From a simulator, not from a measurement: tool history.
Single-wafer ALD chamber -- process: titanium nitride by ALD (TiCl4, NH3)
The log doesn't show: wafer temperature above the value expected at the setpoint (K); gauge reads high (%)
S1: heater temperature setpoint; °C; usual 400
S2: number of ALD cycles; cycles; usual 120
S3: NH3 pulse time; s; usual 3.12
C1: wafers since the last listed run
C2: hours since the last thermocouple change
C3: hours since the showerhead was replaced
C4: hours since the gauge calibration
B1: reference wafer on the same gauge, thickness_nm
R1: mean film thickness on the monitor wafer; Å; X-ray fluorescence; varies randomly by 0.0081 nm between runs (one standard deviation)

run,hour,S1,S2,S3,C1,C2,C3,C4,B1,R1
1,0,400,120,3.12,0,1843.9,5091.1,536.9,3.009,25.46
2,56.1,400,120,3.12,75,1900,5147.2,593,3.009,25.36
3,111.8,400,120,3.12,74,1955.7,5202.9,648.7,3.006,25.24
4,195.5,400,120,2.37,111,2039.4,5286.6,732.4,2.999,24.82
5,285.7,400,120,3.12,120,2129.6,5376.8,822.6,2.992,25.22
6,393,400,120,3.12,143,2236.9,5484.1,929.9,2.988,25.14
7,429.6,400,120,3.12,48,2273.5,5520.7,966.5,2.987,25.13
8,511.8,400,120,3.12,109,2355.7,5602.9,1048.7,2.987,25.19
9,564.8,400,120,3.12,70,2408.7,5655.9,1101.7,2.983,25.08
10,654.4,400,120,4.05,119,2498.3,5745.5,1191.3,2.982,25.38
11,703.9,400,120,4.05,66,2547.8,5795,1240.8,2.983,25.35
12,804.1,400,120,4.05,134,2648,5895.2,1341,2.98,25.46
13,854.5,400,120,3.12,67,2698.4,5945.6,1391.4,2.979,25.19
# hour 908.4: showerhead replaced
# hour 916.4: thermocouple changed; heater temperature recalibrated
14,916.9,400,120,3.12,62,0.5,8.5,1453.8,2.976,25.2
15,985.1,400,137,3.5,91,68.7,76.7,1522,2.975,28.81
16,1021.2,400,137,3.5,48,104.8,112.8,1558.1,2.977,28.8
# hour 1083.7: gauge calibrated
17,1090.5,412,104,3.73,92,174.1,182.1,6.8,3.084,22.75
18,1192.8,400,120,3.12,136,276.4,284.4,109.1,3.067,25.95
19,1280.9,400,120,3.12,117,364.5,372.5,197.2,3.055,25.69
20,1387.3,400,120,3.12,142,470.9,478.9,303.6,3.041,25.77
21,1493.6,413,120,3.12,142,577.2,585.2,409.9,3.033,25.44
22,1556.8,400,120,3.12,84,640.4,648.4,473.1,3.026,25.58
23,1685.8,410,141,2.38,172,769.4,777.4,602.1,3.015,29.59
24,1760,400,135,3.12,99,843.6,851.6,676.3,3.011,28.41
25,1858.2,400,120,1.98,131,941.8,949.8,774.5,3.005,24.71
26,1897.8,400,142,4.36,52,981.4,989.4,814.1,3.006,30.36
27,1961.3,400,110,3.12,84,1044.9,1052.9,877.6,3,23.09
28,2052.5,400,120,3.12,121,1136.1,1144.1,968.8,2.996,25.2
29,2324.9,413,120,2.8,364,1408.5,1416.5,1241.2,2.993,25.07
30,2410.8,386,120,3.12,114,1494.4,1502.4,1327.1,2.99,24.98
31,2689.8,414,131,3.12,373,1773.4,1781.4,1606.1,2.987,27.46
32,2772.7,400,120,3.12,110,1856.3,1864.3,1689,2.984,25.24

Give the tool's hidden conditions for every run:
wafer temperature above the value expected at the setpoint (K): 0 at every run
H1: gauge reads high (%)
run,H1
1,-2.55
2,-2.68
3,-2.79
4,-2.94
5,-3.09
6,-3.23
7,-3.27
8,-3.36
9,-3.4
10,-3.48
11,-3.51
12,-3.58
13,-3.6
14,-3.64
15,-3.67
16,-3.68
17,-0.14
18,-0.711
19,-1.13
20,-1.55
21,-1.9
22,-2.08
23,-2.39
24,-2.54
25,-2.7
26,-2.77
27,-2.85
28,-2.96
29,-3.21
30,-3.26
31,-3.39
32,-3.42

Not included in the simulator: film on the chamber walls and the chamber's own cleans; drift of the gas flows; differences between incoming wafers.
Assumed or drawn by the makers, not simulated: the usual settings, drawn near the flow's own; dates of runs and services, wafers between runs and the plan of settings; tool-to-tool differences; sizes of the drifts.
